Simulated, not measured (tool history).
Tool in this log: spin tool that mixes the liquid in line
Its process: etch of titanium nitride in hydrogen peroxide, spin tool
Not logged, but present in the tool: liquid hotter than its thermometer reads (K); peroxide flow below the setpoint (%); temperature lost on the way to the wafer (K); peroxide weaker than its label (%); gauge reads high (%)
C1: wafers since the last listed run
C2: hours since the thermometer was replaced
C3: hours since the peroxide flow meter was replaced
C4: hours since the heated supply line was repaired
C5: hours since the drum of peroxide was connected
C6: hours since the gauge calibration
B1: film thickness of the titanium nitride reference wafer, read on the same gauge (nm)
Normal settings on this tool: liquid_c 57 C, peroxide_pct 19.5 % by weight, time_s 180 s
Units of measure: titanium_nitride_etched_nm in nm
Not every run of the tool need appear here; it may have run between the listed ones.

{"run": 1, "hour": 0.0, "liquid_c": 57, "peroxide_pct": 22.5, "time_s": 115, "C1": 0, "C2": 1675.6, "C3": 1025.3, "C4": 1159.1, "C5": 864.3, "C6": 348.2, "B1": 30.02, "titanium_nitride_etched_nm": 10.4}
{"run": 2, "hour": 34.6, "liquid_c": 57, "peroxide_pct": 22.5, "time_s": 115, "C1": 313, "C2": 1710.2, "C3": 1059.9, "C4": 1193.7, "C5": 898.9, "C6": 382.8, "B1": 29.97, "titanium_nitride_etched_nm": 10.4}
{"run": 3, "hour": 58.7, "liquid_c": 57, "peroxide_pct": 19.5, "time_s": 180, "C1": 218, "C2": 1734.3, "C3": 1084, "C4": 1217.8, "C5": 923, "C6": 406.9, "B1": 29.99, "titanium_nitride_etched_nm": 15.84}
{"run": 4, "hour": 79.8, "liquid_c": 64, "peroxide_pct": 24, "time_s": 180, "C1": 191, "C2": 1755.4, "C3": 1105.1, "C4": 1238.9, "C5": 944.1, "C6": 428, "B1": 29.98, "titanium_nitride_etched_nm": 26.7}
{"run": 5, "hour": 96.3, "liquid_c": 64, "peroxide_pct": 24, "time_s": 180, "C1": 149, "C2": 1771.9, "C3": 1121.6, "C4": 1255.4, "C5": 960.6, "C6": 444.5, "B1": 29.97, "titanium_nitride_etched_nm": 26.46}
{"run": 6, "hour": 124.0, "liquid_c": 64, "peroxide_pct": 24, "time_s": 180, "C1": 251, "C2": 1799.6, "C3": 1149.3, "C4": 1283.1, "C5": 988.3, "C6": 472.2, "B1": 30.02, "titanium_nitride_etched_nm": 26.62}
{"hour": 131.8, "done": "peroxide flow meter replaced"}
{"run": 7, "hour": 227.0, "liquid_c": 57, "peroxide_pct": 22, "time_s": 180, "C1": 925, "C2": 1902.6, "C3": 95.2, "C4": 1386.1, "C5": 1091.3, "C6": 575.2, "B1": 29.97, "titanium_nitride_etched_nm": 16.69}
{"run": 8, "hour": 243.3, "liquid_c": 55, "peroxide_pct": 19.5, "time_s": 180, "C1": 147, "C2": 1918.9, "C3": 111.5, "C4": 1402.4, "C5": 1107.6, "C6": 591.5, "B1": 29.97, "titanium_nitride_etched_nm": 14.27}
{"run": 9, "hour": 258.4, "liquid_c": 57, "peroxide_pct": 19.5, "time_s": 180, "C1": 136, "C2": 1934, "C3": 126.6, "C4": 1417.5, "C5": 1122.7, "C6": 606.6, "B1": 29.98, "titanium_nitride_etched_nm": 16.19}
{"hour": 261.5, "done": "heated supply line repaired"}
{"hour": 276.3, "done": "new drum of peroxide connected"}
{"run": 10, "hour": 292.2, "liquid_c": 47, "peroxide_pct": 21.5, "time_s": 225, "C1": 288, "C2": 1967.8, "C3": 160.4, "C4": 30.7, "C5": 15.9, "C6": 640.4, "B1": 29.99, "titanium_nitride_etched_nm": 10.17}
{"run": 11, "hour": 320.7, "liquid_c": 57, "peroxide_pct": 25, "time_s": 180, "C1": 258, "C2": 1996.3, "C3": 188.9, "C4": 59.2, "C5": 44.4, "C6": 668.9, "B1": 29.99, "titanium_nitride_etched_nm": 17}
{"run": 12, "hour": 335.7, "liquid_c": 57, "peroxide_pct": 19.5, "time_s": 180, "C1": 136, "C2": 2011.3, "C3": 203.9, "C4": 74.2, "C5": 59.4, "C6": 683.9, "B1": 30.01, "titanium_nitride_etched_nm": 16.3}
{"run": 13, "hour": 357.0, "liquid_c": 57, "peroxide_pct": 19.5, "time_s": 220, "C1": 193, "C2": 2032.6, "C3": 225.2, "C4": 95.5, "C5": 80.7, "C6": 705.2, "B1": 30.02, "titanium_nitride_etched_nm": 19.99}
{"run": 14, "hour": 375.7, "liquid_c": 57, "peroxide_pct": 23.5, "time_s": 120, "C1": 169, "C2": 2051.3, "C3": 243.9, "C4": 114.2, "C5": 99.4, "C6": 723.9, "B1": 30, "titanium_nitride_etched_nm": 11.24}
{"run": 15, "hour": 411.5, "liquid_c": 57, "peroxide_pct": 14.5, "time_s": 180, "C1": 324, "C2": 2087.1, "C3": 279.7, "C4": 150, "C5": 135.2, "C6": 759.7, "B1": 30, "titanium_nitride_etched_nm": 15.13}
{"run": 16, "hour": 447.4, "liquid_c": 47.5, "peroxide_pct": 21.5, "time_s": 225, "C1": 325, "C2": 2123, "C3": 315.6, "C4": 185.9, "C5": 171.1, "C6": 795.6, "B1": 30.01, "titanium_nitride_etched_nm": 10.53}
{"hour": 450.4, "done": "thermometer replaced"}
{"hour": 454.0, "done": "gauge calibrated"}
{"run": 17, "hour": 482.7, "liquid_c": 57, "peroxide_pct": 19.5, "time_s": 180, "C1": 311, "C2": 32.3, "C3": 350.9, "C4": 221.2, "C5": 206.4, "C6": 28.7, "B1": 29.98, "titanium_nitride_etched_nm": 16.16}
{"run": 18, "hour": 495.2, "liquid_c": 66, "peroxide_pct": 19.5, "time_s": 100, "C1": 113, "C2": 44.8, "C3": 363.4, "C4": 233.7, "C5": 218.9, "C6": 41.2, "B1": 30, "titanium_nitride_etched_nm": 16.44}
{"run": 19, "hour": 525.4, "liquid_c": 51, "peroxide_pct": 21, "time_s": 80, "C1": 273, "C2": 75, "C3": 393.6, "C4": 263.9, "C5": 249.1, "C6": 71.4, "B1": 30.02, "titanium_nitride_etched_nm": 4.77}
{"run": 20, "hour": 561.2, "liquid_c": 48.5, "peroxide_pct": 22.5, "time_s": 180, "C1": 324, "C2": 110.8, "C3": 429.4, "C4": 299.7, "C5": 284.9, "C6": 107.2, "B1": 30.01, "titanium_nitride_etched_nm": 9.12}
{"run": 21, "hour": 577.9, "liquid_c": 50.5, "peroxide_pct": 19.5, "time_s": 180, "C1": 151, "C2": 127.5, "C3": 446.1, "C4": 316.4, "C5": 301.6, "C6": 123.9, "B1": 30, "titanium_nitride_etched_nm": 10.18}
{"run": 22, "hour": 597.2, "liquid_c": 57, "peroxide_pct": 19.5, "time_s": 235, "C1": 175, "C2": 146.8, "C3": 465.4, "C4": 335.7, "C5": 320.9, "C6": 143.2, "B1": 30.02, "titanium_nitride_etched_nm": 20.92}
{"run": 23, "hour": 625.1, "liquid_c": 57, "peroxide_pct": 23.5, "time_s": 120, "C1": 253, "C2": 174.7, "C3": 493.3, "C4": 363.6, "C5": 348.8, "C6": 171.1, "B1": 30, "titanium_nitride_etched_nm": 11.19}
{"run": 24, "hour": 643.4, "liquid_c": 66, "peroxide_pct": 24, "time_s": 120, "C1": 165, "C2": 193, "C3": 511.6, "C4": 381.9, "C5": 367.1, "C6": 189.4, "B1": 30.01, "titanium_nitride_etched_nm": 20.82}

5 ways to go on from here, each from the tool as it stands after run 24. What would each give?
{"run": "A", "hour": 643.9, "liquid_c": 57, "peroxide_pct": 19.5, "time_s": 180, "C1": 4, "C2": 193.5, "C3": 512.1, "C4": 382.4, "C5": 367.6, "C6": 189.9, "B1": "?", "titanium_nitride_etched_nm": "?"}
{"run": "B", "hour": 643.9, "liquid_c": 57, "peroxide_pct": 19.5, "time_s": 275, "C1": 4, "C2": 193.5, "C3": 512.1, "C4": 382.4, "C5": 367.6, "C6": 189.9, "B1": "?", "titanium_nitride_etched_nm": "?"}
{"run": "C", "hour": 643.9, "liquid_c": 57, "peroxide_pct": 23, "time_s": 85, "C1": 4, "C2": 193.5, "C3": 512.1, "C4": 382.4, "C5": 367.6, "C6": 189.9, "B1": "?", "titanium_nitride_etched_nm": "?"}
{"run": "D", "hour": 643.9, "liquid_c": 57, "peroxide_pct": 17, "time_s": 150, "C1": 4, "C2": 193.5, "C3": 512.1, "C4": 382.4, "C5": 367.6, "C6": 189.9, "B1": "?", "titanium_nitride_etched_nm": "?"}
{"run": "E", "hour": 643.9, "liquid_c": 57, "peroxide_pct": 14, "time_s": 180, "C1": 4, "C2": 193.5, "C3": 512.1, "C4": 382.4, "C5": 367.6, "C6": 189.9, "B1": "?", "titanium_nitride_etched_nm": "?"}

run=A B1=30.01 titanium_nitride_etched_nm=16.02
run=B B1=30.01 titanium_nitride_etched_nm=24.47
run=C B1=30.01 titanium_nitride_etched_nm=7.84
run=D B1=30.01 titanium_nitride_etched_nm=12.96
run=E B1=30.01 titanium_nitride_etched_nm=14.94
Without the tool's unlogged condition, the same runs would have read:
run=A titanium_nitride_etched_nm=16.25
run=B titanium_nitride_etched_nm=24.83
run=C titanium_nitride_etched_nm=7.95
run=D titanium_nitride_etched_nm=13.15
run=E titanium_nitride_etched_nm=15.15
